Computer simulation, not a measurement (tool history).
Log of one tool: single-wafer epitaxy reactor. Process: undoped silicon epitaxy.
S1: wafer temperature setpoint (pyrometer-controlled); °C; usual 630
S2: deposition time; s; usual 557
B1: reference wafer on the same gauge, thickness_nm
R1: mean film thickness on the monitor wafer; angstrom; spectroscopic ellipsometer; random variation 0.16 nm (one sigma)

Run 1, hour 0: usual settings; B1 64.133. Result: R1 588.42 angstrom.
Run 2, hour 17.5: usual settings; B1 64.069. Result: R1 587.35 angstrom.
Run 3, hour 27.1: usual settings; B1 64.035. Result: R1 586.74 angstrom.
Run 4, hour 44.4: usual settings; B1 64.109. Result: R1 590.54 angstrom.
Run 5, hour 61.7: usual settings; B1 64.097. Result: R1 589.34 angstrom.
Run 6, hour 74.6: usual settings; B1 64.048. Result: R1 585.25 angstrom.
Run 7, hour 91.5: usual settings; B1 64.075. Result: R1 586.92 angstrom.
Run 8, hour 101.2: usual settings; B1 64.081. Result: R1 588.38 angstrom.
Run 9, hour 115.5: usual settings; B1 64.098. Result: R1 588.24 angstrom.
Run 10, hour 124: usual settings; B1 64.099. Result: R1 584.52 angstrom.
Run 11, hour 140.8: usual settings; B1 64.097. Result: R1 587.57 angstrom.
Run 12, hour 152.1: usual settings; B1 64.095. Result: R1 587.5 angstrom.

Run 13 comes next. What will it give?
Run 13, hour 160.3: usual settings but S1 644 °C; B1 ?. Result: R1 ?.

{"run 13": {"B1": 64.111, "R1": 771.78}}
Without the tool's hidden state the same run would have given R1 771.78 angstrom.

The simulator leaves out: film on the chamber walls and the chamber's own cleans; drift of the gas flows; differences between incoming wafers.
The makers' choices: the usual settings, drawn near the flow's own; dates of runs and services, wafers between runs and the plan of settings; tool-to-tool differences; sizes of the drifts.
